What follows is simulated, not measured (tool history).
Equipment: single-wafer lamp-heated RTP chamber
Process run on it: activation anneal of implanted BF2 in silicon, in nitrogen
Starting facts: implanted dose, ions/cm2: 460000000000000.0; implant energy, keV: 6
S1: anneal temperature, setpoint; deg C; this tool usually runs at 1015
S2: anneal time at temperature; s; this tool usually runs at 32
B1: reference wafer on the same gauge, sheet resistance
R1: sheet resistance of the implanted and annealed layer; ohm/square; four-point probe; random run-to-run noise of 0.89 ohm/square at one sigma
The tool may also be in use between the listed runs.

run    hour    S1  S2      B1      R1
  1     0.0  1015  32  281.73  320.67
  2    88.7  1015  32  282.12  319.61
  3   158.5  1025  40  281.88  293.64
  4   234.0  1025  40  281.89  295.38
      269.8  -- reflector plate cleaned
  5   282.6  1015  32  281.88  322.63
  6   384.7   994  44  281.89  334.71
      436.1  -- pyrometer window cleaned and pyrometer calibrated
  7   436.6  1015  26  282.05  328.97
  8   522.4  1015  26  282.22  329.20
  9   569.5  1015  32  281.86  319.70
 10   654.7  1015  32  281.60  319.80
 11   750.6  1015  32  282.32  319.11
 12   806.8  1015  32  282.11  320.87
      853.8  -- pyrometer window cleaned and pyrometer calibrated
 13   892.8  1015  32  282.25  320.08
 14   956.1  1015  32  281.45  320.46
      998.3  -- reflector plate cleaned
 15  1055.8  1015  32  282.23  323.57
 16  1151.3  1015  32  282.24  321.46
 17  1191.2  1015  15  282.02  345.62
 18  1259.2  1027  37  281.95  296.18
     1315.6  -- pyrometer window cleaned and pyrometer calibrated
 19  1316.1   996  21  282.15  355.58
 20  1350.6  1015  32  282.21  320.11
 21  1455.7   996  32  282.11  340.10
     1521.3  -- gauge calibrated
 22  1560.0  1015  32  281.89  322.04
 23  1603.6   989  18  281.92  375.37
 24  1705.8  1015  18  282.29  339.90
     1766.6  -- reflector plate cleaned
     1781.0  -- pyrometer window cleaned and pyrometer calibrated
 25  1803.5   992  40  281.52  339.31
 26  1890.1   997  51  282.22  324.76
 27  1975.2   998  49  281.95  325.35
 28  2022.8  1015  42  282.14  309.73
 29  2129.2  1023  32  281.87  307.09
 30  2183.5  1015  32  281.67  319.80
 31  2267.8  1005  32  281.68  330.31

Give the tool's hidden conditions for every run:
true wafer temperature minus pyrometer reading, K: 0 at every run
gauge reads high (%): 0 at every run
H1: wafer temperature error from the tarnished reflector plate, K
run     H1
  1   3.26
  2    3.4
  3   3.48
  4   3.55
  5  0.202
  6   1.38
  7    1.8
  8   2.33
  9   2.54
 10   2.84
 11   3.06
 12   3.16
 13   3.26
 14   3.32
 15  0.961
 16   1.88
 17   2.16
 18   2.55
 19    2.8
 20   2.92
 21    3.2
 22   3.37
 23   3.43
 24   3.52
 25  0.869
 26    1.8
 27   2.42
 28   2.69
 29   3.11
 30   3.26
 31   3.44

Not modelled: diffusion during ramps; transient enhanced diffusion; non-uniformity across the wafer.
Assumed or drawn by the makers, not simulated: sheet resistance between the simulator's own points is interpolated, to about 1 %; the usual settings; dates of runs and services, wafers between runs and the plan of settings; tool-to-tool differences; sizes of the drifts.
